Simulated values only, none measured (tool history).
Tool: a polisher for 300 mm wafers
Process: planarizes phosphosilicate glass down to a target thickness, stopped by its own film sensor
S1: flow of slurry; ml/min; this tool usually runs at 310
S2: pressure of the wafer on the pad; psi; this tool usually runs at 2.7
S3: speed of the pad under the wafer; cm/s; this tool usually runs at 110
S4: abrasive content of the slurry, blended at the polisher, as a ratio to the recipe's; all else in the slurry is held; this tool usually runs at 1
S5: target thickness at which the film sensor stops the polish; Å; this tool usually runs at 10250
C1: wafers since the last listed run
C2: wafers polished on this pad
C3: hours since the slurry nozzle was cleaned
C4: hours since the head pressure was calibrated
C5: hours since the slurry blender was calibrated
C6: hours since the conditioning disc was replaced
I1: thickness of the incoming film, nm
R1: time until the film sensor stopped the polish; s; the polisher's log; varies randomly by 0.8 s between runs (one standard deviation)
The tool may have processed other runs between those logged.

| run | day | S1 | S2 | S3 | S4 | S5 | C1 | C2 | C3 | C4 | C5 | C6 | I1 | R1 |
|---|---|---|---|---|---|---|---|---|---|---|---|---|---|---|
| 1 | 0 | 310 | 2.7 | 110 | 0.85 | 10250 | 0 | 5333 | 261.8 | 674.3 | 224.3 | 145 | 1646 | 85.2 |
| 2 | 4.092 | 405 | 2.7 | 72 | 1 | 10250 | 1037 | 6370 | 360 | 772.5 | 322.5 | 243.2 | 1642.5 | 106.7 |
| 3 | 6.917 | 235 | 2.3 | 110 | 1.2 | 8570 | 716 | 7087 | 427.8 | 840.3 | 390.3 | 311 | 1621.7 | 99.9 |
|  | 7.108 | worn pad replaced by a new one |
|  | 7.4 | head pressure recalibrated |
| 4 | 10.683 | 310 | 2.7 | 110 | 1 | 8420 | 891 | 884 | 518.2 | 78.8 | 480.7 | 401.4 | 1645.7 | 102.4 |
| 5 | 14.821 | 310 | 2.1 | 88 | 1.3 | 10250 | 1048 | 1933 | 617.5 | 178.1 | 580 | 500.7 | 1645.3 | 101.2 |
| 6 | 16.9 | 370 | 2.7 | 110 | 1 | 12260 | 527 | 2460 | 667.4 | 228 | 629.9 | 550.6 | 1622.9 | 52.8 |
| 7 | 19.854 | 400 | 3 | 122 | 0.75 | 10250 | 748 | 3209 | 738.3 | 298.9 | 700.8 | 621.5 | 1643.1 | 92.9 |
|  | 23.217 | slurry blender recalibrated |
| 8 | 24.217 | 310 | 2.7 | 110 | 1 | 10250 | 1084 | 4294 | 843 | 403.6 | 24 | 726.2 | 1617.1 | 76.4 |
|  | 24.912 | slurry nozzle cleaned |
|  | 27.583 | conditioning disc replaced and pad reconditioned |
| 9 | 28.408 | 255 | 2.2 | 110 | 1 | 8220 | 1030 | 5324 | 83.9 | 504.2 | 124.6 | 19.8 | 1631.5 | 116.6 |
| 10 | 32.767 | 310 | 2.7 | 146 | 1.2 | 8340 | 1104 | 6429 | 188.5 | 608.8 | 229.2 | 124.4 | 1643.2 | 70.4 |
| 11 | 36.179 | 390 | 3.3 | 110 | 1 | 10250 | 864 | 7294 | 270.4 | 690.7 | 311.1 | 206.3 | 1666.8 | 66.1 |
| 12 | 38.325 | 310 | 3.6 | 110 | 1.1 | 10250 | 543 | 7838 | 321.9 | 742.2 | 362.6 | 257.8 | 1658.6 | 59.8 |
|  | 40.038 | worn pad replaced by a new one |
| 13 | 40.862 | 410 | 2.7 | 110 | 1.15 | 10250 | 600 | 208 | 382.8 | 803.1 | 423.5 | 318.7 | 1607.7 | 64.5 |
|  | 44.962 | head pressure recalibrated |
| 14 | 48.938 | 310 | 2.7 | 136 | 1 | 10250 | 2025 | 2234 | 576.6 | 95.4 | 617.3 | 512.5 | 1623.2 | 67.8 |
| 15 | 51.821 | 310 | 2.7 | 110 | 1 | 10250 | 730 | 2965 | 645.8 | 164.6 | 686.5 | 581.7 | 1629.9 | 81.2 |
| 16 | 54.138 | 410 | 2.7 | 88 | 1 | 9030 | 587 | 3552 | 701.4 | 220.2 | 742.1 | 637.3 | 1646.2 | 119.2 |
|  | 56.088 | slurry nozzle cleaned |
| 17 | 58.192 | 310 | 2.7 | 110 | 1 | 10250 | 1017 | 4569 | 50.5 | 317.5 | 839.4 | 734.6 | 1612.8 | 80 |
|  | 60.183 | conditioning disc replaced and pad reconditioned |
|  | 60.304 | slurry blender recalibrated |
| 18 | 61 | 310 | 2.7 | 110 | 1 | 11810 | 669 | 5239 | 117.9 | 384.9 | 16.7 | 19.6 | 1630.6 | 54.8 |
| 19 | 65.317 | 310 | 2.7 | 110 | 1 | 10250 | 1094 | 6333 | 221.5 | 488.5 | 120.3 | 123.2 | 1642.2 | 74.8 |
| 20 | 69.767 | 395 | 2.7 | 110 | 1 | 9110 | 1127 | 7461 | 328.3 | 595.3 | 227.1 | 230 | 1640.4 | 89.2 |
|  | 75.429 | worn pad replaced by a new one |
| 21 | 77.379 | 310 | 2.7 | 110 | 1.1 | 9370 | 1887 | 494 | 511 | 778 | 409.8 | 412.7 | 1649.7 | 86.8 |
|  | 78.854 | head pressure recalibrated |
| 22 | 80.517 | 410 | 2 | 126 | 0.8 | 10250 | 774 | 1268 | 586.3 | 39.9 | 485.1 | 488 | 1643.7 | 105.7 |
| 23 | 82.296 | 310 | 2.7 | 142 | 1 | 12100 | 450 | 1719 | 629 | 82.6 | 527.8 | 530.7 | 1618.7 | 43 |
| 24 | 85.058 | 255 | 2.2 | 110 | 1 | 8220 | 700 | 2419 | 695.3 | 148.9 | 594.1 | 597 | 1621.6 | 129.3 |
| 25 | 87.717 | 360 | 3.3 | 138 | 1.2 | 10250 | 673 | 3093 | 759.1 | 212.7 | 657.9 | 660.8 | 1646.9 | 52.1 |
|  | 89.3 | slurry blender recalibrated |
|  | 91.375 | slurry nozzle cleaned |
| 26 | 91.442 | 310 | 2.1 | 78 | 1.1 | 10250 | 912 | 4006 | 1.6 | 302.1 | 51.4 | 750.2 | 1622.8 | 107.5 |

Consider 3 possible next runs. They are alternatives, not a sequence: every one starts from the tool as it was left by run 26. What does each give?
| A | 91.458 | 310 | 2.7 | 110 | 1 | 10250 | 4 | 4010 | 2 | 302.5 | 51.8 | 750.6 | 1644.3 | ? |
| B | 91.458 | 310 | 3 | 110 | 0.75 | 12160 | 4 | 4010 | 2 | 302.5 | 51.8 | 750.6 | 1644.3 | ? |
| C | 91.458 | 310 | 2.7 | 130 | 1 | 10250 | 4 | 4010 | 2 | 302.5 | 51.8 | 750.6 | 1644.3 | ? |

| run | R1 |
|---|---|
| A | 75.2 |
| B | 62.2 |
| C | 65.8 |
Stripped of hidden state, with their random variation kept, the same runs would have yielded:
| run | R1 |
|---|---|
| A | 74.7 |
| B | 61.7 |
| C | 65.4 |
